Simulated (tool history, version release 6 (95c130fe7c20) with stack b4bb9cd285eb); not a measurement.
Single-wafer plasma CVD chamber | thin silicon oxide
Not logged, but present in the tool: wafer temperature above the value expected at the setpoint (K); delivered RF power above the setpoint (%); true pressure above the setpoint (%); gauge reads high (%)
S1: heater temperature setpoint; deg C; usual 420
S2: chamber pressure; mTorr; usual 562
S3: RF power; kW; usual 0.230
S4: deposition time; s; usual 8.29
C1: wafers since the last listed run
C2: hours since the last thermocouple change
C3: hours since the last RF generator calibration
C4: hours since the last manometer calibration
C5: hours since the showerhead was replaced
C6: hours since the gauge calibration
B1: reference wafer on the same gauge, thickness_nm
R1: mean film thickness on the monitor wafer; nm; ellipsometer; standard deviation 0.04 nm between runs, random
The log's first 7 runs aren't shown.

run	hour	S1	S2	S3	S4	C1	C2	C3	C4	C5	C6	B1	R1
8	93.8	420	562	0.230	8.29	225	44.2	574.6	2036.6	6669.9	486.2	10.392	9.123
9	105.3	420	562	0.230	8.29	340	55.7	586.1	2048.1	6681.4	497.7	10.408	9.224
10	112.2	420	562	0.230	8.29	204	62.6	593.0	2055.0	6688.3	504.6	10.384	9.245
11	125.3	420	562	0.230	8.29	388	75.7	606.1	2068.1	6701.4	517.7	10.412	9.212
12	133.4	420	562	0.230	8.29	239	83.8	614.2	2076.2	6709.5	525.8	10.402	9.192
13	149.8	420	562	0.230	8.29	485	100.2	630.6	2092.6	6725.9	542.2	10.400	9.162
14	158.9	420	445	0.230	9.16	269	109.3	639.7	2101.7	6735.0	551.3	10.393	7.962
# hour 179.1: capacitance manometer re-zeroed and calibrated
15	179.6	428	512	0.230	7.40	376	130.0	660.4	0.5	6755.7	572.0	10.385	7.922
# hour 189.7: showerhead replaced
16	190.2	420	562	0.230	8.29	77	140.6	671.0	11.1	0.5	582.6	10.411	9.693
17	200.7	420	562	0.230	7.69	311	151.1	681.5	21.6	11.0	593.1	10.407	8.945
18	248.1	406	562	0.230	9.33	1404	198.5	728.9	69.0	58.4	640.5	10.391	10.926
# hour 252.0: gauge calibrated
19	263.8	420	562	0.230	8.29	465	214.2	744.6	84.7	74.1	11.8	10.406	9.595

What does the tool deliver on the next run?
20	280.8	420	562	0.230	8.78	503	231.2	761.6	101.7	91.1	28.8	?	?

B1: 10.397
R1: 10.057 nm
On a tool with no hidden condition, and with the same random variation, this run would have come out at R1 10.581 nm.

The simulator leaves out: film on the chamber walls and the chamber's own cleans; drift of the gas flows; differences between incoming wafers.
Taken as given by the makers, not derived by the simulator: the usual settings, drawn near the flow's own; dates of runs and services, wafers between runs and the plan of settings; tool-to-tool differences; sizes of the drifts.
